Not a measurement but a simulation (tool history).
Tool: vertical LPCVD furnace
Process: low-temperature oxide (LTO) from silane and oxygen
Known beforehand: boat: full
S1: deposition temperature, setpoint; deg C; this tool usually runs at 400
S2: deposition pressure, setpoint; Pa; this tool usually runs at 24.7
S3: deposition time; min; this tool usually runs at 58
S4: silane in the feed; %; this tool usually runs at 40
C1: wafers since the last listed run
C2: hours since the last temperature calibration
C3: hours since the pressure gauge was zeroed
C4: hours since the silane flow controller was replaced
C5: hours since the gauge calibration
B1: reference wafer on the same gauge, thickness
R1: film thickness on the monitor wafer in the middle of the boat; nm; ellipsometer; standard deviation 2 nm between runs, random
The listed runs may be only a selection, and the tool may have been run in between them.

run    hour   S1    S2  S3  S4    C1      C2      C3      C4     C5      B1      R1
  1       0  400  24.7  58  37     0  1201.8  4275.4  3268.1  278.7  529.42  407.52
  2    80.1  400  24.7  58  40   934  1281.9  4355.5  3348.2  358.8  530.68  442.27
  3   158.2  400  24.7  58  40   911    1360  4433.6  3426.3  436.9  528.62  448.88
  4   259.7  400  24.7  58  40  1184  1461.5  4535.1  3527.8  538.4  529.09  446.39
  5   355.4  400  24.7  58  40  1116  1557.2  4630.8  3623.5  634.1  530.56  446.06
  6   398.6  400  24.7  58  40   504  1600.4    4674  3666.7  677.3  529.16  446.64
      406.5  -- gauge calibrated
  7   502.2  400  24.7  58  40  1209    1704  4777.6  3770.3   95.7  530.51  448.13
  8   599.1  396  24.7  58  35  1130  1800.9  4874.5  3867.2  192.6  529.89  360.89
      654.8  -- pressure gauge zeroed
      660.8  -- silane flow controller replaced
  9   661.3  408  24.7  58  37   375  1863.1     6.5     0.5  254.8  530.32  444.56
      723.3  -- thermocouples replaced and temperature profile calibrated
 10   723.8  390  24.7  73  35   449     0.5      69      63  317.3  529.94  418.86
 11   795.4  400  24.7  48  44   835    72.1   140.6   134.6  388.9  530.02  409.04
 12   900.1  400  24.7  58  40  1222   176.8   245.3   239.3  493.6   529.8  449.02
      943.8  -- gauge calibrated
 13  1002.2  400  22.7  65  40  1191   278.9   347.4   341.4   58.4  530.59  460.33
 14  1066.1  400  20.7  68  46   745   342.8   411.3   405.3  122.3  530.28  506.46

For each run, what was the tool's unlogged condition?
true tube temperature minus thermocouple reading, K: 0 in every run
true pressure minus gauge reading, mTorr: 0 in every run
deviation of the silane flow from its setpoint, %: 0 in every run
gauge reads high (%): 0 in every run
